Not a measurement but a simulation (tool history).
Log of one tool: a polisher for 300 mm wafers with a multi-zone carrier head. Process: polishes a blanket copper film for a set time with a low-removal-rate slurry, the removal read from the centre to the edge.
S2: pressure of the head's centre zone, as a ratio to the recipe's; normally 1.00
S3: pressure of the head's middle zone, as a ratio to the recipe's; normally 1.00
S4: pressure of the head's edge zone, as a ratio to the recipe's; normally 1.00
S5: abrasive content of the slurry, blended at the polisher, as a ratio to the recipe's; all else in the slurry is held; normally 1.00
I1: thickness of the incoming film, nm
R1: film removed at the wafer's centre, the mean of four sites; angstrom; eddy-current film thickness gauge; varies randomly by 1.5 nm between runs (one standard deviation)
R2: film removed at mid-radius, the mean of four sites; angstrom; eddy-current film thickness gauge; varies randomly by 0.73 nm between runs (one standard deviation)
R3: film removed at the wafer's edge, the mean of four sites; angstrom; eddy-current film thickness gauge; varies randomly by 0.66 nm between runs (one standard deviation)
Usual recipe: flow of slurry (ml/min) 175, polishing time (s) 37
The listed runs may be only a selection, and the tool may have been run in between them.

{"run": 1, "hour": 0.0, "flow of slurry (ml/min)": 215, "S2": 1.0, "S3": 1.0, "S4": 1.0, "S5": 1.0, "polishing time (s)": 37, "I1": 967.1, "R1": 1125, "R2": 1097, "R3": 1084}
{"run": 2, "hour": 15.5, "flow of slurry (ml/min)": 175, "S2": 1.0, "S3": 1.0, "S4": 1.0, "S5": 1.0, "polishing time (s)": 37, "I1": 953.9, "R1": 1046, "R2": 1060, "R3": 1063}
{"run": 3, "hour": 24.9, "flow of slurry (ml/min)": 175, "S2": 1.0, "S3": 1.0, "S4": 1.0, "S5": 1.0, "polishing time (s)": 37, "I1": 953.8, "R1": 1056, "R2": 1059, "R3": 1067}
{"run": 4, "hour": 39.3, "flow of slurry (ml/min)": 175, "S2": 1.0, "S3": 1.0, "S4": 1.0, "S5": 1.0, "polishing time (s)": 37, "I1": 956.7, "R1": 1014, "R2": 1058, "R3": 1053}
{"hour": 48.9, "done": "worn pad replaced by a new one"}
{"run": 5, "hour": 54.6, "flow of slurry (ml/min)": 175, "S2": 1.0, "S3": 1.0, "S4": 1.0, "S5": 1.05, "polishing time (s)": 29, "I1": 970.9, "R1": 818, "R2": 835, "R3": 850}
{"run": 6, "hour": 70.8, "flow of slurry (ml/min)": 175, "S2": 1.0, "S3": 1.0, "S4": 1.0, "S5": 1.05, "polishing time (s)": 29, "I1": 964.3, "R1": 832, "R2": 824, "R3": 844}
{"hour": 76.5, "done": "edge zone pressure recalibrated"}
{"hour": 81.9, "done": "carrier head's membrane replaced by a new one"}
{"run": 7, "hour": 83.1, "flow of slurry (ml/min)": 175, "S2": 1.0, "S3": 1.0, "S4": 1.0, "S5": 1.05, "polishing time (s)": 29, "I1": 964.2, "R1": 821, "R2": 826, "R3": 834}
{"run": 8, "hour": 96.9, "flow of slurry (ml/min)": 175, "S2": 1.0, "S3": 1.0, "S4": 1.0, "S5": 1.0, "polishing time (s)": 37, "I1": 969.7, "R1": 1026, "R2": 1049, "R3": 1054}
{"run": 9, "hour": 109.4, "flow of slurry (ml/min)": 175, "S2": 1.0, "S3": 1.0, "S4": 1.09, "S5": 1.0, "polishing time (s)": 37, "I1": 953.4, "R1": 1014, "R2": 1036, "R3": 1101}
{"hour": 127.7, "done": "worn pad replaced by a new one"}
{"run": 10, "hour": 128.2, "flow of slurry (ml/min)": 175, "S2": 1.0, "S3": 1.0, "S4": 1.0, "S5": 0.7, "polishing time (s)": 37, "I1": 947.8, "R1": 897, "R2": 906, "R3": 922}
{"run": 11, "hour": 135.6, "flow of slurry (ml/min)": 175, "S2": 0.94, "S3": 1.0, "S4": 0.95, "S5": 1.0, "polishing time (s)": 44, "I1": 960.0, "R1": 1143, "R2": 1211, "R3": 1217}
{"run": 12, "hour": 145.2, "flow of slurry (ml/min)": 175, "S2": 0.89, "S3": 1.09, "S4": 1.06, "S5": 1.0, "polishing time (s)": 37, "I1": 954.7, "R1": 927, "R2": 1124, "R3": 1078}
{"run": 13, "hour": 157.6, "flow of slurry (ml/min)": 175, "S2": 1.0, "S3": 1.0, "S4": 1.0, "S5": 1.0, "polishing time (s)": 37, "I1": 969.0, "R1": 1050, "R2": 1023, "R3": 1053}
{"run": 14, "hour": 175.5, "flow of slurry (ml/min)": 215, "S2": 1.0, "S3": 1.0, "S4": 1.0, "S5": 1.0, "polishing time (s)": 37, "I1": 964.7, "R1": 1046, "R2": 1058, "R3": 1076}
{"run": 15, "hour": 181.7, "flow of slurry (ml/min)": 215, "S2": 1.0, "S3": 1.0, "S4": 1.0, "S5": 1.0, "polishing time (s)": 37, "I1": 951.3, "R1": 1058, "R2": 1067, "R3": 1073}

The next listed run, before its measurement:
{"hour": 186.2, "done": "slurry nozzle cleaned"}
{"hour": 199.3, "done": "centre zone pressure recalibrated"}
{"run": 16, "hour": 199.8, "flow of slurry (ml/min)": 140, "S2": 1.0, "S3": 1.08, "S4": 1.0, "S5": 1.0, "polishing time (s)": 37, "I1": 962.1, "R1": "?", "R2": "?", "R3": "?"}

{"run 16": {"R1": 1082, "R2": 1131, "R3": 1073}}
Were there no unlogged condition in the tool, this run, its random variation unchanged, would have produced R1 1087 angstrom, R2 1136 angstrom, R3 1076 angstrom.
